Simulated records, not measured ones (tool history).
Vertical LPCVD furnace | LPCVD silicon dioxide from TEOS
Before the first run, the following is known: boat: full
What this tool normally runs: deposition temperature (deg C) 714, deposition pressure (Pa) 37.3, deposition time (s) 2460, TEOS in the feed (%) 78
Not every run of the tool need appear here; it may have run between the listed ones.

| run | day | deposition temperature (deg C) | deposition pressure (Pa) | deposition time (s) | TEOS in the feed (%) | wafers since the last listed run | hours since the last temperature calibration | hours since the pressure gauge was zeroed | hours since the TEOS flow controller was replaced | hours since the gauge calibration | read-back reference wafer on the same gauge, thickness | film thickness on the monitor wafer in the middle of the boat (angstrom) |
|---|---|---|---|---|---|---|---|---|---|---|---|---|
| 1 | 0.000 | 714 | 37.3 | 2460 | 78 | 0 | 2944.8 | 1494.6 | 0.5 | 405.8 | 419.22 | 4460.7 |
| 2 | 0.212 | 714 | 37.3 | 2460 | 78 | 77 | 2949.9 | 1499.7 | 5.6 | 410.9 | 419.14 | 4490.9 |
| 3 | 0.429 | 714 | 37.3 | 2460 | 78 | 78 | 2955.1 | 1504.9 | 10.8 | 416.1 | 418.72 | 4496.3 |
| 4 | 0.779 | 714 | 37.3 | 2460 | 78 | 127 | 2963.5 | 1513.3 | 19.2 | 424.5 | 419.50 | 4478.7 |
| 5 | 1.508 | 714 | 37.3 | 2460 | 78 | 264 | 2981.0 | 1530.8 | 36.7 | 442.0 | 418.99 | 4454.0 |
| 6 | 2.462 | 714 | 41.3 | 2460 | 78 | 346 | 3003.9 | 1553.7 | 59.6 | 464.9 | 419.55 | 4686.0 |
| 7 | 3.217 | 714 | 41.3 | 2460 | 78 | 273 | 3022.0 | 1571.8 | 77.7 | 483.0 | 419.01 | 4689.1 |
| 8 | 3.938 | 714 | 41.3 | 2460 | 78 | 261 | 3039.3 | 1589.1 | 95.0 | 500.3 | 419.06 | 4727.7 |
| 9 | 4.829 | 722 | 46.0 | 3030 | 78 | 323 | 3060.7 | 1610.5 | 116.4 | 521.7 | 419.15 | 7281.6 |
| 10 | 5.354 | 714 | 37.3 | 2460 | 78 | 190 | 3073.3 | 1623.1 | 129.0 | 534.3 | 418.18 | 4492.9 |
| 11 | 5.971 | 707 | 37.3 | 3180 | 91 | 223 | 3088.1 | 1637.9 | 143.8 | 549.1 | 418.69 | 5370.2 |
|  | 7.571 | thermocouples replaced and temperature profile calibrated |
| 12 | 7.592 | 714 | 29.3 | 2460 | 78 | 225 | 0.5 | 1676.8 | 182.7 | 588.0 | 418.41 | 4223.8 |
| 13 | 7.808 | 714 | 33.3 | 2460 | 70 | 78 | 5.7 | 1682.0 | 187.9 | 593.2 | 418.47 | 4241.8 |
| 14 | 8.479 | 710 | 40.0 | 2190 | 88 | 243 | 21.8 | 1698.1 | 204.0 | 609.3 | 419.38 | 4271.4 |
|  | 9.571 | pressure gauge zeroed |
| 15 | 9.592 | 714 | 37.3 | 2460 | 78 | 40 | 48.5 | 0.5 | 230.7 | 636.0 | 418.06 | 4744.2 |
| 16 | 9.804 | 718 | 40.0 | 2460 | 84 | 77 | 53.6 | 5.6 | 235.8 | 641.1 | 418.79 | 5582.2 |
| 17 | 10.833 | 724 | 37.3 | 2970 | 78 | 373 | 78.3 | 30.3 | 260.5 | 665.8 | 419.04 | 7164.9 |
| 18 | 11.404 | 714 | 37.3 | 2820 | 78 | 207 | 92.0 | 44.0 | 274.2 | 679.5 | 418.50 | 5483.4 |
| 19 | 12.692 | 714 | 43.3 | 2040 | 78 | 467 | 122.9 | 74.9 | 305.1 | 710.4 | 419.28 | 4272.8 |
| 20 | 13.288 | 714 | 37.3 | 2460 | 78 | 216 | 137.2 | 89.2 | 319.4 | 724.7 | 419.33 | 4785.9 |
|  | 14.050 | gauge calibrated |
|  | 14.471 | thermocouples replaced and temperature profile calibrated, repeated, since the last time left the tool worse |
| 21 | 14.492 | 714 | 37.3 | 2460 | 78 | 74 | 0.5 | 118.1 | 348.3 | 10.6 | 418.93 | 4282.4 |
| 22 | 14.708 | 714 | 37.3 | 2460 | 70 | 78 | 5.7 | 123.3 | 353.5 | 15.8 | 419.67 | 4035.1 |
| 23 | 15.375 | 723 | 41.3 | 2460 | 86 | 241 | 21.7 | 139.3 | 369.5 | 31.8 | 418.95 | 5731.3 |
| 24 | 16.733 | 725 | 37.3 | 2460 | 78 | 493 | 54.3 | 171.9 | 402.1 | 64.4 | 418.93 | 5459.8 |
| 25 | 17.567 | 714 | 37.3 | 2460 | 83 | 302 | 74.3 | 191.9 | 422.1 | 84.4 | 418.32 | 4407.8 |
| 26 | 17.933 | 714 | 37.3 | 2460 | 78 | 133 | 83.1 | 200.7 | 430.9 | 93.2 | 419.29 | 4259.7 |
| 27 | 18.775 | 721 | 43.3 | 2460 | 78 | 305 | 103.3 | 220.9 | 451.1 | 113.4 | 418.85 | 5362.3 |
| 28 | 19.492 | 714 | 34.7 | 2460 | 78 | 260 | 120.5 | 238.1 | 468.3 | 130.6 | 418.94 | 4090.0 |
| 29 | 19.950 | 719 | 42.0 | 3240 | 63 | 166 | 131.5 | 249.1 | 479.3 | 141.6 | 419.07 | 5974.6 |
| 30 | 20.733 | 714 | 37.3 | 2850 | 78 | 284 | 150.3 | 267.9 | 498.1 | 160.4 | 419.34 | 4959.5 |
| 31 | 21.367 | 722 | 46.0 | 2460 | 78 | 229 | 165.5 | 283.1 | 513.3 | 175.6 | 419.75 | 5668.4 |

Exercise: give the hidden state of the tool at every run:
true pressure minus gauge reading, mTorr: 0 at every run
deviation of the TEOS flow from its setpoint, %: 0 at every run
gauge reads high (%): 0 at every run
H1: true tube temperature minus thermocouple reading, K
| run | H1 |
|---|---|
| 1 | 2.31 |
| 2 | 2.31 |
| 3 | 2.32 |
| 4 | 2.32 |
| 5 | 2.34 |
| 6 | 2.35 |
| 7 | 2.37 |
| 8 | 2.38 |
| 9 | 2.4 |
| 10 | 2.41 |
| 11 | 2.42 |
| 12 | 5.08 |
| 13 | 5.08 |
| 14 | 5.09 |
| 15 | 5.11 |
| 16 | 5.12 |
| 17 | 5.14 |
| 18 | 5.15 |
| 19 | 5.17 |
| 20 | 5.18 |
| 21 | 0.0664 |
| 22 | 0.0704 |
| 23 | 0.0826 |
| 24 | 0.107 |
| 25 | 0.123 |
| 26 | 0.129 |
| 27 | 0.145 |
| 28 | 0.158 |
| 29 | 0.166 |
| 30 | 0.181 |
| 31 | 0.192 |

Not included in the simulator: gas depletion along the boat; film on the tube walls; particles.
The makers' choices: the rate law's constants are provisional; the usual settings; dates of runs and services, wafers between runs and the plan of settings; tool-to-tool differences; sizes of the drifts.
